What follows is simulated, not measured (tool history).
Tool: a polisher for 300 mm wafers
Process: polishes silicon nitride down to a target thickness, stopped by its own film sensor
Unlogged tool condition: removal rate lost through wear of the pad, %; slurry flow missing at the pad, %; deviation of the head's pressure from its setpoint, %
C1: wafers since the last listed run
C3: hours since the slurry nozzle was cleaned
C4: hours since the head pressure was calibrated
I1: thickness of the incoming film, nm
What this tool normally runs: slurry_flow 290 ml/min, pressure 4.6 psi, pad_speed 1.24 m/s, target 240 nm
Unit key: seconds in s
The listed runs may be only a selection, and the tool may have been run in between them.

Run 1, hour 0.0: usual settings but pressure 5.2 psi; C1 0; wafers polished on this pad 220; C3 652.3; C4 1095.3; I1 471.1. Result: seconds 70.3 s.
Run 2, hour 33.0: usual settings; C1 260; wafers polished on this pad 480; C3 685.3; C4 1128.3; I1 484.3. Result: seconds 86.3 s.
Run 3, hour 45.5: usual settings; C1 98; wafers polished on this pad 578; C3 697.8; C4 1140.8; I1 485.4. Result: seconds 82.2 s.
Run 4, hour 54.0: usual settings; C1 66; wafers polished on this pad 645; C3 706.3; C4 1149.3; I1 484.0. Result: seconds 83.9 s.
At hour 61.7: slurry nozzle cleaned.
Run 5, hour 63.8: usual settings; C1 69; wafers polished on this pad 715; C3 2.1; C4 1159.1; I1 483.8. Result: seconds 89.7 s.
Run 6, hour 71.2: usual settings; C1 58; wafers polished on this pad 773; C3 9.5; C4 1166.5; I1 484.2. Result: seconds 91.9 s.
Run 7, hour 80.9: usual settings but pad_speed 1.48 m/s; C1 76; wafers polished on this pad 850; C3 19.2; C4 1176.2; I1 478.3. Result: seconds 77.8 s.
At hour 89.1: worn pad replaced by a new one.
Run 8, hour 93.2: usual settings but pad_speed 1.48 m/s; C1 65; wafers polished on this pad 31; C3 31.5; C4 1188.5; I1 487.4. Result: seconds 79.8 s.
Run 9, hour 108.3: usual settings but slurry_flow 255 ml/min; C1 119; wafers polished on this pad 150; C3 46.6; C4 1203.6; I1 480.3. Result: seconds 94.4 s.
Run 10, hour 117.6: usual settings but slurry_flow 255 ml/min; C1 73; wafers polished on this pad 224; C3 55.9; C4 1212.9; I1 472.2. Result: seconds 89.4 s.
Run 11, hour 131.4: usual settings but pressure 3.6 psi; C1 108; wafers polished on this pad 333; C3 69.7; C4 1226.7; I1 474.3. Result: seconds 112.8 s.
Run 12, hour 142.6: usual settings but pressure 3.6 psi; C1 88; wafers polished on this pad 421; C3 80.9; C4 1237.9; I1 473.5. Result: seconds 113.0 s.
Run 13, hour 155.7: usual settings but pressure 3.6 psi; C1 103; wafers polished on this pad 524; C3 94.0; C4 1251.0; I1 478.9. Result: seconds 113.1 s.
Run 14, hour 167.4: usual settings; C1 92; wafers polished on this pad 616; C3 105.7; C4 1262.7; I1 486.5. Result: seconds 94.8 s.
At hour 171.5: slurry nozzle cleaned, repeated, since the last time left the tool worse.
Run 15, hour 179.7: usual settings but pad_speed 0.82 m/s; C1 89; wafers polished on this pad 705; C3 8.2; C4 1275.0; I1 486.4. Result: seconds 117.3 s.
Run 16, hour 194.3: usual settings but slurry_flow 230 ml/min, pressure 5.4 psi; C1 115; wafers polished on this pad 820; C3 22.8; C4 1289.6; I1 486.3. Result: seconds 73.0 s.
Run 17, hour 201.1: usual settings but pad_speed 1.08 m/s; C1 53; wafers polished on this pad 874; C3 29.6; C4 1296.4; I1 473.4. Result: seconds 87.6 s.
At hour 213.3: worn pad replaced by a new one.
Run 18, hour 230.3: usual settings but slurry_flow 235 ml/min, pressure 3.5 psi, pad_speed 0.96 m/s; C1 198; wafers polished on this pad 133; C3 58.8; C4 1325.6; I1 484.2. Result: seconds 136.7 s.
Run 19, hour 239.4: usual settings but pressure 3.7 psi, target 316 nm; C1 71; wafers polished on this pad 205; C3 67.9; C4 1334.7; I1 472.5. Result: seconds 65.1 s.
Run 20, hour 255.2: usual settings; C1 124; wafers polished on this pad 330; C3 83.7; C4 1350.5; I1 480.5. Result: seconds 81.4 s.
Run 21, hour 272.2: usual settings but pressure 5.5 psi, pad_speed 1.08 m/s; C1 133; wafers polished on this pad 464; C3 100.7; C4 1367.5; I1 480.0. Result: seconds 74.0 s.
Run 22, hour 289.4: usual settings but slurry_flow 385 ml/min, pressure 5.0 psi, pad_speed 1.48 m/s, target 278 nm; C1 135; wafers polished on this pad 599; C3 117.9; C4 1384.7; I1 483.9. Result: seconds 54.2 s.
Run 23, hour 305.3: usual settings but slurry_flow 245 ml/min, pressure 3.0 psi, target 210 nm; C1 125; wafers polished on this pad 724; C3 133.8; C4 1400.6; I1 480.5. Result: seconds 145.5 s.
Run 24, hour 316.8: usual settings but slurry_flow 325 ml/min, pressure 5.1 psi, pad_speed 1.44 m/s, target 279 nm; C1 90; wafers polished on this pad 815; C3 145.3; C4 1412.1; I1 484.4. Result: seconds 55.7 s.
At hour 322.8: head pressure recalibrated.
At hour 327.6: worn pad replaced by a new one.
Run 25, hour 328.1: usual settings but slurry_flow 250 ml/min, pressure 3.1 psi, target 287 nm; C1 41; wafers polished on this pad 3; C3 156.6; C4 5.3; I1 482.5. Result: seconds 98.9 s.
Run 26, hour 336.6: usual settings but pressure 3.9 psi, pad_speed 0.82 m/s, target 175 nm; C1 66; wafers polished on this pad 70; C3 165.1; C4 13.8; I1 476.0. Result: seconds 163.8 s.
Run 27, hour 351.5: usual settings; C1 117; wafers polished on this pad 188; C3 180.0; C4 28.7; I1 479.7. Result: seconds 81.2 s.
Run 28, hour 368.5: usual settings but pressure 5.0 psi, pad_speed 0.98 m/s; C1 133; wafers polished on this pad 322; C3 197.0; C4 45.7; I1 471.2. Result: seconds 85.1 s.
Run 29, hour 375.8: usual settings; C1 57; wafers polished on this pad 379; C3 204.3; C4 53.0; I1 475.5. Result: seconds 78.9 s.
Run 30, hour 384.7: usual settings; C1 70; wafers polished on this pad 449; C3 213.2; C4 61.9; I1 484.8. Result: seconds 81.2 s.
Run 31, hour 391.2: usual settings but pad_speed 0.98 m/s; C1 51; wafers polished on this pad 501; C3 219.7; C4 68.4; I1 488.1. Result: seconds 100.6 s.
Run 32, hour 400.3: usual settings but slurry_flow 235 ml/min, pad_speed 1.40 m/s, target 169 nm; C1 71; wafers polished on this pad 572; C3 228.8; C4 77.5; I1 480.3. Result: seconds 98.3 s.
Run 33, hour 412.9: usual settings but slurry_flow 215 ml/min, pressure 5.0 psi, pad_speed 1.08 m/s; C1 99; wafers polished on this pad 672; C3 241.4; C4 90.1; I1 477.7. Result: seconds 82.4 s.
Run 34, hour 423.4: usual settings but slurry_flow 320 ml/min, pressure 3.8 psi, pad_speed 0.94 m/s, target 173 nm; C1 82; wafers polished on this pad 754; C3 251.9; C4 100.6; I1 478.9. Result: seconds 155.8 s.
Run 35, hour 432.7: usual settings but slurry_flow 375 ml/min; C1 73; wafers polished on this pad 828; C3 261.2; C4 109.9; I1 482.7. Result: seconds 79.6 s.
Run 36, hour 444.7: usual settings but slurry_flow 215 ml/min, pressure 3.9 psi, pad_speed 1.08 m/s, target 315 nm; C1 94; wafers polished on this pad 922; C3 273.2; C4 121.9; I1 472.6. Result: seconds 73.0 s.
Run 37, hour 454.2: usual settings but slurry_flow 235 ml/min, pressure 3.9 psi, pad_speed 1.66 m/s, target 215 nm; C1 74; wafers polished on this pad 997; C3 282.7; C4 131.4; I1 478.9. Result: seconds 87.2 s.
At hour 460.7: worn pad replaced by a new one.
Run 38, hour 467.1: usual settings but target 262 nm; C1 70; wafers polished on this pad 50; C3 295.6; C4 144.3; I1 488.7. Result: seconds 76.2 s.

Some steps in seconds, run to run, broken into two amounts with sign: the step expected even without the hidden condition (settings, incoming material, random variation), and the rest, left for the hidden condition together with whatever gauge scatter is not in both the measured and the hidden-condition-free result:
Run 4 -> 5: slurry nozzle cleaned. seconds +5.8 s: hidden state +7.1, all else -1.3.
Run 8 -> 9: slurry_flow 290 -> 255, pad_speed 1.48 -> 1.24. seconds +14.6 s: hidden state +3.1, all else +11.5.
Run 14 -> 15: pad_speed 1.24 -> 0.82, slurry nozzle cleaned, repeated, since the last time left the tool worse. seconds +22.5 s: hidden state -10.2, all else +32.7.
Run 22 -> 23: slurry_flow 385 -> 245, pressure 5.0 -> 3.0, pad_speed 1.48 -> 1.24, target 278 -> 210. seconds +91.3 s: hidden state +0.8, all else +90.5.
Run 23 -> 24: slurry_flow 245 -> 325, pressure 3.0 -> 5.1, pad_speed 1.24 -> 1.44, target 210 -> 279. seconds -89.8 s: hidden state -0.7, all else -89.1.
Run 26 -> 27: pressure 3.9 -> 4.6, pad_speed 0.82 -> 1.24, target 175 -> 240. seconds -82.6 s: hidden state -0.5, all else -82.1.
